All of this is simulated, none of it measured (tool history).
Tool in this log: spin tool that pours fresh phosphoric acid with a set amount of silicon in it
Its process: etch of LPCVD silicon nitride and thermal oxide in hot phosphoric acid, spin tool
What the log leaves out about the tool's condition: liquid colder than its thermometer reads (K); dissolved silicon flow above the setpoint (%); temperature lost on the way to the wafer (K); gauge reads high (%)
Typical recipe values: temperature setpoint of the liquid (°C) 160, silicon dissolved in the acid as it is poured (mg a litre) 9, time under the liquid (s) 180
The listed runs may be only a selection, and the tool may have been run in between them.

run	hour	temperature setpoint of the liquid (°C)	silicon dissolved in the acid as it is poured (mg a litre)	time under the liquid (s)	wafers since the last listed run	hours since the thermometer was replaced	hours since the dissolved silicon flow meter was replaced	hours since the heated supply line was repaired	hours since the gauge calibration	read-back film thickness of the LPCVD silicon nitride reference wafer, read on the same gauge (nm)	read-back film thickness of the thermal oxide reference wafer, read on the same gauge (nm)	thickness taken off the LPCVD silicon nitride on a monitor wafer (angstrom)	thickness taken off the thermal oxide on a monitor wafer (angstrom)
1	0	160	9	135	0	1855.9	400.3	2828.7	476.8	110	99.98	85.2	2.18
2	32.3	160	9	135	147	1888.2	432.6	2861	509.1	110	100.033	84.6	1.94
# hour 85.9: dissolved silicon flow meter replaced
3	90	160	9	135	258	1945.9	4.1	2918.7	566.8	110.01	99.986	84.5	2.01
4	138.9	160	9	180	223	1994.8	53	2967.6	615.7	110	100.008	111.6	2.9
5	193	160	9	180	246	2048.9	107.1	3021.7	669.8	110.01	99.994	112.3	2.91
6	234.7	160	9	180	190	2090.6	148.8	3063.4	711.5	109.99	100.009	111.2	2.44
7	272.3	160	9	180	171	2128.2	186.4	3101	749.1	110.01	99.991	110.3	2.98
8	318.5	160	9	180	210	2174.4	232.6	3147.2	795.3	110	100.016	110.5	2.68
# hour 325.8: thermometer replaced
9	360.4	160	9	180	186	34.6	274.5	3189.1	837.2	109.99	100.022	117.4	3.22
# hour 372.2: gauge calibrated
10	431.9	160	9	180	326	106.1	346	3260.6	59.7	109.99	100.013	117.3	3.08
# hour 461.3: heated supply line repaired
11	485.6	160	9	135	240	159.8	399.7	24.3	113.4	109.99	99.98	100.6	3
12	515.8	159	11	270	137	190	429.9	54.5	143.6	110	100.014	195.7	5.97
13	577.4	158	9	180	280	251.6	491.5	116.1	205.2	110.02	100.053	124.7	3.37
14	641.8	162.5	13.5	255	293	316	555.9	180.5	269.6	110	99.966	203.9	5.77
# hour 679.9: dissolved silicon flow meter replaced
15	696.1	161.5	9	125	243	370.3	16.2	234.8	323.9	110.02	99.985	96.7	3.03
16	760	158	6	145	291	434.2	80.1	298.7	387.8	110.01	100	99	2.69
17	821.3	160	9	180	279	495.5	141.4	360	449.1	110.01	100.04	130.9	4.05
18	884.2	159	9	270	286	558.4	204.3	422.9	512	110	100.025	189.9	5.21
19	920.5	158.5	14.5	250	165	594.7	240.6	459.2	548.3	110	100.001	172.5	4.09

Forecast each of these 5 alternatives for the next run:
A	921	161.5	9	180	2	595.2	241.1	459.7	548.8	?	?	?	?
B	921	162	15.5	265	2	595.2	241.1	459.7	548.8	?	?	?	?
C	921	161	5.5	145	2	595.2	241.1	459.7	548.8	?	?	?	?
D	921	160	5.5	180	2	595.2	241.1	459.7	548.8	?	?	?	?
E	921	160	9	140	2	595.2	241.1	459.7	548.8	?	?	?	?

run	read-back film thickness of the LPCVD silicon nitride reference wafer, read on the same gauge (nm)	read-back film thickness of the thermal oxide reference wafer, read on the same gauge (nm)	thickness taken off the LPCVD silicon nitride on a monitor wafer (angstrom)	thickness taken off the thermal oxide on a monitor wafer (angstrom)
A	110	99.989	137	3.61
B	110	99.989	205.1	4.73
C	110	99.989	108.5	3.01
D	110	99.989	130.3	3.47
E	110	99.989	101.3	2.51
What these runs would have given with no unlogged condition in the tool:
run	thickness taken off the LPCVD silicon nitride on a monitor wafer (angstrom)	thickness taken off the thermal oxide on a monitor wafer (angstrom)
A	142.5	3.93
B	213.3	5.16
C	112.9	3.28
D	135.5	3.79
E	105.4	2.74
